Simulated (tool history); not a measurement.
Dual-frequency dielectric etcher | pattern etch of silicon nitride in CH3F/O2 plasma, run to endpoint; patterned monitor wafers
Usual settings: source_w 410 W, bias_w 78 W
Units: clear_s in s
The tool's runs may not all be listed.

| run | hour | source_w | bias_w | incoming incoming film thickness, nm | clear_s |
|---|---|---|---|---|---|
| 1 | 0 | 410 | 78 | 78.5 | 85 |
| 2 | 11.6 | 410 | 78 | 78.3 | 84.5 |
| 3 | 25.6 | 410 | 78 | 78.8 | 85.8 |
| 4 | 32.4 | 410 | 78 | 78.8 | 85.4 |
| 5 | 48.7 | 410 | 78 | 78.9 | 85.5 |
|  | 75.3 | wet clean of the chamber |
| 6 | 75.8 | 410 | 69 | 78.8 | 90.5 |
| 7 | 76.1 | 410 | 69 | 78.8 | 91.3 |
|  | 83.3 | bias power generator calibrated |
| 8 | 83.8 | 410 | 90 | 78.9 | 85.4 |
| 9 | 94.7 | 410 | 90 | 78.2 | 84.7 |
|  | 119.2 | source power generator calibrated |
| 10 | 138.7 | 410 | 58 | 78.2 | 92.4 |
|  | 165.9 | upper electrode replaced |
| 11 | 166.4 | 410 | 78 | 78.6 | 87.3 |
| 12 | 166.8 | 350 | 78 | 78.6 | 94.1 |
| 13 | 167.2 | 450 | 90 | 78.7 | 81 |
| 14 | 175.9 | 490 | 61 | 79.5 | 85.1 |
| 15 | 187.8 | 410 | 61 | 78.9 | 91.7 |
| 16 | 202.1 | 410 | 78 | 78 | 85.7 |
| 17 | 216.4 | 490 | 67 | 78.7 | 81.9 |
| 18 | 229.8 | 440 | 78 | 78.5 | 83.5 |
| 19 | 247.5 | 410 | 78 | 78.8 | 86.6 |

Forecast each of these 5 alternatives for the next run:
| A | 248 | 410 | 68 | 78.4 | ? |
| B | 248 | 330 | 93 | 78.4 | ? |
| C | 248 | 510 | 89 | 78.4 | ? |
| D | 248 | 410 | 91 | 78.4 | ? |
| E | 248 | 480 | 78 | 78.4 | ? |

| run | clear_s |
|---|---|
| A | 88.9 |
| B | 92 |
| C | 75.8 |
| D | 83.4 |
| E | 80.3 |
Without the tool's hidden state the same runs would have given:
| run | clear_s |
|---|---|
| A | 91.6 |
| B | 94.7 |
| C | 78.1 |
| D | 85.8 |
| E | 82.7 |
